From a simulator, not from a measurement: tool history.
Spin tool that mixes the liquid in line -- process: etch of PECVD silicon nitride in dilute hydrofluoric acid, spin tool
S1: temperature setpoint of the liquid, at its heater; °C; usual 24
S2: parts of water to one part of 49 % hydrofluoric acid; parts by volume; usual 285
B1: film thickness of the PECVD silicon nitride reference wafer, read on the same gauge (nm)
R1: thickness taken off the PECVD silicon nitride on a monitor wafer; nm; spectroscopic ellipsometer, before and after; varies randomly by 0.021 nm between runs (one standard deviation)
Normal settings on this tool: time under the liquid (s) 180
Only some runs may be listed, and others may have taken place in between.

Run 1, hour 0: usual settings but S2 340 parts by volume, time under the liquid (s) 235; B1 29.999. Result: R1 1.604 nm.
Run 2, hour 48.6: usual settings but S2 340 parts by volume, time under the liquid (s) 235; B1 29.977. Result: R1 1.615 nm.
At hour 55.7: gauge calibrated.
Run 3, hour 58.6: usual settings but S2 340 parts by volume, time under the liquid (s) 235; B1 30.012. Result: R1 1.567 nm.
Run 4, hour 72.1: usual settings but S2 215 parts by volume; B1 29.99. Result: R1 1.927 nm.
At hour 82.1: hydrofluoric acid flow meter replaced.
Run 5, hour 82.8: usual settings but S1 25 °C, time under the liquid (s) 135; B1 30.042. Result: R1 1.283 nm.
At hour 93.2: thermometer replaced.
Run 6, hour 94.9: usual settings; B1 30.017. Result: R1 1.616 nm.
Run 7, hour 106.8: usual settings; B1 29.999. Result: R1 1.63 nm.
Run 8, hour 121.1: usual settings; B1 30.008. Result: R1 1.645 nm.
Run 9, hour 135.4: usual settings; B1 30.024. Result: R1 1.592 nm.
Run 10, hour 146.3: usual settings; B1 30.024. Result: R1 1.607 nm.
Run 11, hour 157.5: usual settings; B1 29.99. Result: R1 1.599 nm.
Run 12, hour 169.8: usual settings; B1 29.973. Result: R1 1.59 nm.
Run 13, hour 186.8: usual settings; B1 29.98. Result: R1 1.618 nm.
Run 14, hour 200.9: usual settings; B1 29.994. Result: R1 1.594 nm.
Run 15, hour 209.5: usual settings; B1 30.007. Result: R1 1.611 nm.
Run 16, hour 218.6: usual settings but S1 28 °C, S2 150 parts by volume; B1 30.008. Result: R1 3.846 nm.
Run 17, hour 228: usual settings but S2 375 parts by volume, time under the liquid (s) 110; B1 30.019. Result: R1 0.732 nm.
Run 18, hour 242.3: usual settings but time under the liquid (s) 260; B1 30.01. Result: R1 2.226 nm.
Run 19, hour 248.7: usual settings but S1 22.5 °C, S2 340 parts by volume, time under the liquid (s) 220; B1 30.016. Result: R1 1.477 nm.
Run 20, hour 261.4: usual settings but S1 27.5 °C, S2 215 parts by volume, time under the liquid (s) 70; B1 30.001. Result: R1 0.999 nm.
Run 21, hour 269.1: usual settings but S1 27 °C, S2 320 parts by volume; B1 30.002. Result: R1 1.691 nm.
Run 22, hour 285.4: usual settings but time under the liquid (s) 275; B1 29.983. Result: R1 2.39 nm.
Run 23, hour 299.4: usual settings; B1 29.981. Result: R1 1.573 nm.
Run 24, hour 312.6: usual settings but S1 28 °C, S2 150 parts by volume; B1 30.006. Result: R1 3.888 nm.
Run 25, hour 329.4: usual settings; B1 30.001. Result: R1 1.574 nm.
Run 26, hour 345.9: usual settings but S1 28 °C, time under the liquid (s) 135; B1 29.997. Result: R1 1.475 nm.
Run 27, hour 352.1: usual settings but S1 25.5 °C, S2 220 parts by volume; B1 30.023. Result: R1 2.22 nm.
Run 28, hour 363.5: usual settings but S1 26.5 °C, S2 330 parts by volume, time under the liquid (s) 270; B1 30.011. Result: R1 2.367 nm.
Run 29, hour 379.7: usual settings; B1 29.996. Result: R1 1.597 nm.
Run 30, hour 394.1: usual settings but S1 27.5 °C, S2 325 parts by volume, time under the liquid (s) 235; B1 29.998. Result: R1 2.249 nm.
Run 31, hour 411.7: usual settings; B1 29.989. Result: R1 1.588 nm.
Run 32, hour 421.3: usual settings but S1 19 °C, S2 240 parts by volume, time under the liquid (s) 285; B1 29.978. Result: R1 2.144 nm.

Measured less the same run without the tool's hidden state. The same run-to-run variation is in both; the gauge's scatter may not be:
What the log doesn't record here: liquid hotter than its thermometer reads (K); hydrofluoric acid flow below the setpoint (%); gauge reads high (%).
run      R1
  1  -0.197
  2   -0.21
  3  -0.206
  4  -0.257
  5  -0.017
  6  -0.023
  7  -0.026
  8  -0.029
  9  -0.031
 10  -0.033
 11  -0.035
 12  -0.037
 13  -0.041
 14  -0.043
 15  -0.045
 16  -0.113
 17  -0.022
 18  -0.071
 19  -0.047
 20  -0.034
 21   -0.06
 22  -0.088
 23  -0.061
 24  -0.159
 25  -0.067
 26  -0.067
 27  -0.101
 28  -0.112
 29  -0.078
 30  -0.116
 31  -0.084
 32  -0.112
